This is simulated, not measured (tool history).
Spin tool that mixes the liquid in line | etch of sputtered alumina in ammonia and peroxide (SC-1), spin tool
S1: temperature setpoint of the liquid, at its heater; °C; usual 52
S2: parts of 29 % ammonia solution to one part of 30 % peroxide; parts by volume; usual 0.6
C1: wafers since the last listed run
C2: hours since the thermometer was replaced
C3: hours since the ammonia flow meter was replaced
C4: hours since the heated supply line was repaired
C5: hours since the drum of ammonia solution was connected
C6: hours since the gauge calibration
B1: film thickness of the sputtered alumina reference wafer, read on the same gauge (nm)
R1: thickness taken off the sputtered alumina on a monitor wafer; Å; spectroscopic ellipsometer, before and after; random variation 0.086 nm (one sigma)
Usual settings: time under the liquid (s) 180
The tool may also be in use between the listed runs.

run 1 day=0 | S1=52 S2=0.8 time_under_the_liquid_(s)=180 | C1=0 C2=2462.3 C3=1282.7 C4=1125 C5=413.1 C6=658.7 | B1=140.01 | R1=123
run 2 day=8.467 | S1=46 S2=0.6 time_under_the_liquid_(s)=180 | C1=917 C2=2665.5 C3=1485.9 C4=1328.2 C5=616.3 C6=861.9 | B1=140 | R1=85.7
run 3 day=10.367 | S1=46 S2=0.6 time_under_the_liquid_(s)=180 | C1=205 C2=2711.1 C3=1531.5 C4=1373.8 C5=661.9 C6=907.5 | B1=139.99 | R1=84.8
run 4 day=14.708 | S1=52 S2=0.6 time_under_the_liquid_(s)=180 | C1=470 C2=2815.3 C3=1635.7 C4=1478 C5=766.1 C6=1011.7 | B1=139.99 | R1=116.9
-- day=15.725 heated supply line repaired
-- day=16.679 new drum of ammonia solution connected
-- day=17.625 thermometer replaced
run 5 day=17.646 | S1=52 S2=0.6 time_under_the_liquid_(s)=180 | C1=304 C2=0.5 C3=1706.2 C4=46.1 C5=23.2 C6=1082.2 | B1=140 | R1=123.3
run 6 day=19.158 | S1=52 S2=0.6 time_under_the_liquid_(s)=180 | C1=163 C2=36.8 C3=1742.5 C4=82.4 C5=59.5 C6=1118.5 | B1=140.01 | R1=124.1
run 7 day=21.912 | S1=52 S2=0.6 time_under_the_liquid_(s)=180 | C1=298 C2=102.9 C3=1808.6 C4=148.5 C5=125.6 C6=1184.6 | B1=139.99 | R1=124.7
-- day=30.046 ammonia flow meter replaced
run 8 day=32.55 | S1=52 S2=0.6 time_under_the_liquid_(s)=180 | C1=1147 C2=358.2 C3=60.1 C4=403.8 C5=380.9 C6=1439.9 | B1=140 | R1=122.5
run 9 day=36.454 | S1=61.5 S2=0.6 time_under_the_liquid_(s)=180 | C1=422 C2=451.9 C3=153.8 C4=497.5 C5=474.6 C6=1533.6 | B1=140 | R1=202.2
-- day=37.908 gauge calibrated
run 10 day=38.892 | S1=60.5 S2=0.6 time_under_the_liquid_(s)=250 | C1=264 C2=510.4 C3=212.3 C4=556 C5=533.1 C6=23.6 | B1=139.99 | R1=266.3
run 11 day=42.179 | S1=47 S2=0.3 time_under_the_liquid_(s)=180 | C1=356 C2=589.3 C3=291.2 C4=634.9 C5=612 C6=102.5 | B1=139.98 | R1=86.2
run 12 day=44.858 | S1=52 S2=0.75 time_under_the_liquid_(s)=95 | C1=290 C2=653.6 C3=355.5 C4=699.2 C5=676.3 C6=166.8 | B1=140 | R1=66.4
run 13 day=47.971 | S1=52 S2=0.6 time_under_the_liquid_(s)=180 | C1=337 C2=728.3 C3=430.2 C4=773.9 C5=751 C6=241.5 | B1=140.01 | R1=121.1
-- day=51.871 new drum of ammonia solution connected
run 14 day=59.279 | S1=43 S2=0.35 time_under_the_liquid_(s)=210 | C1=1220 C2=999.7 C3=701.6 C4=1045.3 C5=177.8 C6=512.9 | B1=139.98 | R1=79.4
run 15 day=62.375 | S1=48 S2=0.35 time_under_the_liquid_(s)=260 | C1=335 C2=1074 C3=775.9 C4=1119.6 C5=252.1 C6=587.2 | B1=139.97 | R1=131.1
run 16 day=66.454 | S1=47 S2=0.5 time_under_the_liquid_(s)=270 | C1=441 C2=1171.9 C3=873.8 C4=1217.5 C5=350 C6=685.1 | B1=139.97 | R1=132.7
run 17 day=70.854 | S1=46 S2=0.6 time_under_the_liquid_(s)=180 | C1=476 C2=1277.5 C3=979.4 C4=1323.1 C5=455.6 C6=790.7 | B1=140 | R1=84.8
run 18 day=72.504 | S1=46 S2=0.8 time_under_the_liquid_(s)=285 | C1=178 C2=1317.1 C3=1019 C4=1362.7 C5=495.2 C6=830.3 | B1=140 | R1=137.5
run 19 day=74.817 | S1=48.5 S2=0.85 time_under_the_liquid_(s)=180 | C1=250 C2=1372.6 C3=1074.5 C4=1418.2 C5=550.7 C6=885.8 | B1=139.98 | R1=100
-- day=76.183 heated supply line repaired
run 20 day=77.583 | S1=57 S2=0.3 time_under_the_liquid_(s)=255 | C1=295 C2=1439 C3=1140.9 C4=33.6 C5=617.1 C6=952.2 | B1=140 | R1=216.4
run 21 day=79.921 | S1=52 S2=0.6 time_under_the_liquid_(s)=180 | C1=253 C2=1495.1 C3=1197 C4=89.7 C5=673.2 C6=1008.3 | B1=140.02 | R1=124.4
run 22 day=84.338 | S1=47 S2=0.6 time_under_the_liquid_(s)=180 | C1=478 C2=1601.1 C3=1303 C4=195.7 C5=779.2 C6=1114.3 | B1=140.02 | R1=93.9
-- day=86.171 new drum of ammonia solution connected
run 23 day=87.104 | S1=52 S2=0.6 time_under_the_liquid_(s)=80 | C1=295 C2=1667.5 C3=1369.4 C4=262.1 C5=22.4 C6=1180.7 | B1=140 | R1=54.6

Measured less the same run without the tool's hidden state. The same run-to-run variation is in both; the gauge's scatter may not be:
The hidden state here: liquid colder than its thermometer reads (K); ammonia flow below the setpoint (%); temperature lost on the way to the wafer (K); ammonia solution weaker than its label (%); gauge reads high (%).
run=1 R1=-5.4
run=2 R1=-4.6
run=3 R1=-4.7
run=4 R1=-6.6
run=5 R1=-0.6
run=6 R1=-0.8
run=7 R1=-1.1
run=8 R1=-2.2
run=9 R1=-4
run=10 R1=-6
run=11 R1=-2.4
run=12 R1=-1.9
run=13 R1=-3.8
run=14 R1=-3.5
run=15 R1=-6
run=16 R1=-6.7
run=17 R1=-4.7
run=18 R1=-7.7
run=19 R1=-5.7
run=20 R1=-1.1
run=21 R1=-0.9
run=22 R1=-1.1
run=23 R1=-0.7
